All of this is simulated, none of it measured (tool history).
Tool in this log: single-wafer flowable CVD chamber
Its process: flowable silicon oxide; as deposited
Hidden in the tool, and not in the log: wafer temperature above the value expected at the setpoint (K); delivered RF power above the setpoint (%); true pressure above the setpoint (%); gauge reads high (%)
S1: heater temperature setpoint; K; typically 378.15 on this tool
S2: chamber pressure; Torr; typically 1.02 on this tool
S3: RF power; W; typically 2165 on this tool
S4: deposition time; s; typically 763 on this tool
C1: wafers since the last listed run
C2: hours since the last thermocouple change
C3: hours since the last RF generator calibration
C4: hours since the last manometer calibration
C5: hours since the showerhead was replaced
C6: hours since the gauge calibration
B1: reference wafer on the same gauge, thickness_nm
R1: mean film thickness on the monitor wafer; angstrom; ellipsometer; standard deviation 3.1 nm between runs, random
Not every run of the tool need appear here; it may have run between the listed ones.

run 1 hour=0.0 | S1=378.15 S2=1.02 S3=2165 S4=763 | C1=0 C2=752.2 C3=719.4 C4=1213.0 C5=33.3 C6=1582.3 | B1=455.828 | R1=5519.74
run 2 hour=106.0 | S1=378.15 S2=0.90 S3=2455 S4=763 | C1=299 C2=858.2 C3=825.4 C4=1319.0 C5=139.3 C6=1688.3 | B1=455.521 | R1=4941.34
run 3 hour=148.6 | S1=378.15 S2=0.90 S3=2455 S4=763 | C1=120 C2=900.8 C3=868.0 C4=1361.6 C5=181.9 C6=1730.9 | B1=456.427 | R1=4882.36
run 4 hour=187.5 | S1=378.15 S2=1.17 S3=2165 S4=763 | C1=109 C2=939.7 C3=906.9 C4=1400.5 C5=220.8 C6=1769.8 | B1=456.045 | R1=6344.63
-- hour=230.1 thermocouple changed; heater temperature recalibrated
run 5 hour=276.3 | S1=378.15 S2=1.17 S3=2165 S4=763 | C1=228 C2=46.2 C3=995.7 C4=1489.3 C5=309.6 C6=1858.6 | B1=455.592 | R1=6145.15
-- hour=304.3 capacitance manometer re-zeroed and calibrated
run 6 hour=372.2 | S1=378.15 S2=0.81 S3=2165 S4=646 | C1=248 C2=142.1 C3=1091.6 C4=67.9 C5=405.5 C6=1954.5 | B1=456.460 | R1=3634.58
-- hour=413.4 RF generator calibrated
run 7 hour=413.7 | S1=366.15 S2=1.02 S3=2165 S4=763 | C1=94 C2=183.6 C3=0.3 C4=109.4 C5=447.0 C6=1996.0 | B1=456.104 | R1=8564.11
run 8 hour=598.7 | S1=369.15 S2=1.18 S3=2165 S4=763 | C1=522 C2=368.6 C3=185.3 C4=294.4 C5=632.0 C6=2181.0 | B1=455.412 | R1=8713.20
run 9 hour=666.3 | S1=378.15 S2=1.02 S3=1915 S4=763 | C1=190 C2=436.2 C3=252.9 C4=362.0 C5=699.6 C6=2248.6 | B1=456.506 | R1=5357.28
run 10 hour=728.3 | S1=378.15 S2=1.02 S3=2165 S4=763 | C1=174 C2=498.2 C3=314.9 C4=424.0 C5=761.6 C6=2310.6 | B1=455.665 | R1=5452.80
run 11 hour=825.8 | S1=393.15 S2=0.85 S3=2165 S4=694 | C1=275 C2=595.7 C3=412.4 C4=521.5 C5=859.1 C6=2408.1 | B1=455.646 | R1=2436.72
run 12 hour=879.6 | S1=378.15 S2=1.02 S3=2165 S4=763 | C1=151 C2=649.5 C3=466.2 C4=575.3 C5=912.9 C6=2461.9 | B1=455.481 | R1=5523.23
-- hour=906.2 gauge calibrated
run 13 hour=935.1 | S1=378.15 S2=0.88 S3=1955 S4=763 | C1=156 C2=705.0 C3=521.7 C4=630.8 C5=968.4 C6=28.9 | B1=456.119 | R1=4673.99
run 14 hour=1012.3 | S1=378.15 S2=1.08 S3=2035 S4=763 | C1=217 C2=782.2 C3=598.9 C4=708.0 C5=1045.6 C6=106.1 | B1=456.376 | R1=5757.49
run 15 hour=1055.8 | S1=378.15 S2=1.02 S3=2435 S4=763 | C1=122 C2=825.7 C3=642.4 C4=751.5 C5=1089.1 C6=149.6 | B1=455.378 | R1=5631.51
run 16 hour=1100.7 | S1=378.15 S2=1.23 S3=2165 S4=763 | C1=126 C2=870.6 C3=687.3 C4=796.4 C5=1134.0 C6=194.5 | B1=456.144 | R1=6636.86
run 17 hour=1140.2 | S1=378.15 S2=1.02 S3=2165 S4=763 | C1=111 C2=910.1 C3=726.8 C4=835.9 C5=1173.5 C6=234.0 | B1=456.079 | R1=5578.95
-- hour=1151.4 thermocouple changed; heater temperature recalibrated
run 18 hour=1226.5 | S1=378.15 S2=1.02 S3=2165 S4=763 | C1=220 C2=75.1 C3=813.1 C4=922.2 C5=1259.8 C6=320.3 | B1=456.523 | R1=5428.18
run 19 hour=1317.2 | S1=378.15 S2=1.02 S3=2325 S4=647 | C1=255 C2=165.8 C3=903.8 C4=1012.9 C5=1350.5 C6=411.0 | B1=455.688 | R1=4654.51
-- hour=1402.6 RF generator calibrated
run 20 hour=1403.1 | S1=378.15 S2=1.08 S3=2035 S4=763 | C1=219 C2=251.7 C3=0.5 C4=1098.8 C5=1436.4 C6=496.9 | B1=455.905 | R1=5637.42

Run 21 comes next. What will it give?
run 21 hour=1457.9 | S1=378.15 S2=1.02 S3=2165 S4=802 | C1=154 C2=306.5 C3=55.3 C4=1153.6 C5=1491.2 C6=551.7 | B1=? | R1=?

B1: 455.900
R1: 5673.61 angstrom
Had the tool carried no hidden state, the very same run would have given R1 5660.70 angstrom.

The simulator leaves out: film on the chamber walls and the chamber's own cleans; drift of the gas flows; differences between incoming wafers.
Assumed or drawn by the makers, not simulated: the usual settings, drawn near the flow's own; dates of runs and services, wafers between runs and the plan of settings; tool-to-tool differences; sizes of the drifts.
